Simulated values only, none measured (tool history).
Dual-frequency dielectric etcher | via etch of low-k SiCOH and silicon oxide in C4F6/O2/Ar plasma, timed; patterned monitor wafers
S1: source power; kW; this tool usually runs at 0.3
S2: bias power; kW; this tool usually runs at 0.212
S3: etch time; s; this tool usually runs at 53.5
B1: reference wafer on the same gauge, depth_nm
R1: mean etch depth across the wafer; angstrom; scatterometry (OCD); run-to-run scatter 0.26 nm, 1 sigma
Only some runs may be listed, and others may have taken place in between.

run	hour	S1	S2	S3	B1	R1
1	0	0.3	0.212	53.5	100.9	1146
2	14.7	0.3	0.212	53.5	100.9	1138
3	41.6	0.3	0.212	53.5	100.7	1141
4	57.9	0.28	0.237	53.5	100.6	1159
5	87.3	0.3	0.212	53.5	100.5	1137
6	112.1	0.24	0.212	53.5	100.5	1085
7	142.2	0.24	0.212	53.5	102.1	1102
8	166.2	0.24	0.212	53.5	102	1098
9	207	0.3	0.183	40.5	101.8	836
10	215	0.3	0.191	38	101.8	794
11	240.6	0.35	0.167	58	101.7	1216
12	260	0.3	0.212	53.5	101.7	1150
13	273.6	0.3	0.212	53.5	101.5	1149
14	291.7	0.37	0.189	66	101.5	1432
15	326.3	0.25	0.178	63.5	101.3	1252
16	339.9	0.35	0.212	67.5	101.3	1491

Taken out of this log: 5 entries between the listed runs. Where each belongs, and how the hidden state differs across it:
Logged between run 6 and run 7: gauge calibrated (hour 125.5); wet clean of the chamber (hour 141.7)
  gauge reads high (%): -1.47 -> 0.0893
  the result without the hidden state subtracted from the measured one, R1: -16 -> +1 angstrom
Logged between run 8 and run 9: bias power generator calibrated (hour 182.1); upper electrode replaced (hour 206.5)
  gauge reads high (%): -0.00669 -> -0.17
  the result without the hidden state subtracted from the measured one, R1: +0 -> -1 angstrom
Logged between run 11 and run 12: source power generator calibrated (hour 258.4)
  gauge reads high (%): -0.304 -> -0.382
  the result without the hidden state subtracted from the measured one, R1: -4 -> -4 angstrom

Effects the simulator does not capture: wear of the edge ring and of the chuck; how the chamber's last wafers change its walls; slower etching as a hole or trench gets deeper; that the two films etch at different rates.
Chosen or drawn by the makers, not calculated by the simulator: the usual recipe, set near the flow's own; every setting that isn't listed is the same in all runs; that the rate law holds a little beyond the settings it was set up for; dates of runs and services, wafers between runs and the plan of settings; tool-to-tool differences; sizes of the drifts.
